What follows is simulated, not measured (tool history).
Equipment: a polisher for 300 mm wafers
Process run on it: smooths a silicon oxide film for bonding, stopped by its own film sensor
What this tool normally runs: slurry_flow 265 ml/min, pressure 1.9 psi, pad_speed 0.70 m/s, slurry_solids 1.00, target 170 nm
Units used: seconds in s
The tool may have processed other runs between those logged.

run,hour,slurry_flow,pressure,pad_speed,slurry_solids,target,wafers since the last listed run,wafers polished on this pad,hours since the slurry nozzle was cleaned,hours since the head pressure was calibrated,hours since the slurry blender was calibrated,"incoming thickness of the incoming film, nm",seconds
1,0.0,265,1.9,0.70,1.00,170,0,27,555.3,300.1,216.8,210.2,70.5
2,14.5,265,1.9,0.86,1.00,170,140,167,569.8,314.6,231.3,212.3,68.2
3,24.8,265,1.9,0.86,1.00,170,99,267,580.1,324.9,241.6,211.1,64.2
4,41.2,265,1.4,0.70,1.00,170,159,426,596.5,341.3,258.0,210.5,99.0
5,75.1,265,1.4,0.70,1.00,170,328,755,630.4,375.2,291.9,211.0,97.1
6,81.7,265,1.4,0.70,1.00,170,63,819,637.0,381.8,298.5,210.0,98.5
7,90.9,265,1.9,0.70,1.00,170,89,908,646.2,391.0,307.7,211.5,72.8
8,104.7,265,1.9,0.70,1.00,170,133,1042,660.0,404.8,321.5,213.9,78.1
# hour 109.8: worn pad replaced by a new one
9,114.9,265,1.9,0.70,1.00,170,60,49,670.2,415.0,331.7,211.3,73.7
10,121.8,265,1.9,0.70,1.00,170,66,116,677.1,421.9,338.6,210.0,70.5
# hour 124.4: slurry blender recalibrated
11,131.4,265,1.9,0.70,1.00,170,73,190,686.7,431.5,7.0,213.1,67.9
12,140.9,265,1.9,0.70,1.00,170,92,282,696.2,441.0,16.5,210.0,62.8
13,153.4,265,1.9,0.70,1.00,170,121,403,708.7,453.5,29.0,210.4,62.9
14,164.9,265,1.9,0.90,1.00,176,111,515,720.2,465.0,40.5,211.0,50.1
15,175.0,265,1.9,0.70,1.00,170,97,613,730.3,475.1,50.6,209.9,64.2
16,184.3,265,1.9,0.70,1.00,170,90,703,739.6,484.4,59.9,208.7,62.5
# hour 190.0: slurry nozzle cleaned
17,194.2,265,1.6,0.86,1.25,159,86,789,4.2,494.3,69.8,208.2,74.0
18,202.4,295,1.9,0.56,1.00,159,79,869,12.4,502.5,78.0,209.8,90.8
19,210.8,295,1.9,0.56,1.00,159,81,950,20.8,510.9,86.4,210.2,94.0
20,227.6,265,2.2,0.90,1.00,176,162,1113,37.6,527.7,103.2,208.2,39.6
# hour 236.1: worn pad replaced by a new one
21,236.6,335,1.3,0.52,1.00,175,48,5,46.6,536.7,112.2,211.5,98.4
22,252.5,295,1.9,0.56,1.00,159,154,159,62.5,552.6,128.1,209.4,91.6
# hour 257.7: head pressure recalibrated
23,261.7,265,2.4,0.92,0.80,180,69,228,71.7,4.0,137.3,209.1,46.3
24,270.1,265,2.2,0.62,1.15,165,81,310,80.1,12.4,145.7,208.9,67.5
25,287.3,265,1.9,0.70,1.00,170,166,477,97.3,29.6,162.9,206.8,68.7
26,298.2,235,2.4,0.70,1.00,170,105,582,108.2,40.5,173.8,212.7,62.9
27,314.8,265,1.9,0.50,1.00,170,160,743,124.8,57.1,190.4,207.3,81.4
28,321.4,190,1.9,0.48,1.25,170,63,807,131.4,63.7,197.0,210.2,78.7
29,329.8,265,1.9,0.86,1.00,170,81,889,139.8,72.1,205.4,210.0,67.1
# hour 338.1: worn pad replaced by a new one
30,340.8,265,1.9,0.70,1.00,170,67,26,150.8,83.1,216.4,211.6,76.8
31,346.8,265,1.6,0.94,1.00,170,58,84,156.8,89.1,222.4,213.9,82.0

For each run, what was the tool's unlogged condition?
removal rate lost through wear of the pad, %: 0 across all the runs
slurry flow missing at the pad, %: 0 across all the runs
H1: deviation of the head's pressure from its setpoint, %
H2: abrasive missing from the slurry, %
run,H1,H2
1,8.41,14
2,8.56,14.3
3,8.67,14.5
4,8.83,14.8
5,9.11,15.3
6,9.16,15.3
7,9.23,15.4
8,9.32,15.6
9,9.38,15.7
10,9.43,15.7
11,9.48,0.941
12,9.54,2.12
13,9.6,3.53
14,9.66,4.7
15,9.71,5.65
16,9.75,6.45
17,9.79,7.24
18,9.82,7.84
19,9.86,8.42
20,9.92,9.46
21,9.95,9.97
22,10,10.8
23,0.343,11.2
24,0.768,11.5
25,1.58,12.2
26,2.07,12.6
27,2.75,13.1
28,3,13.2
29,3.32,13.4
30,3.71,13.7
31,3.91,13.8
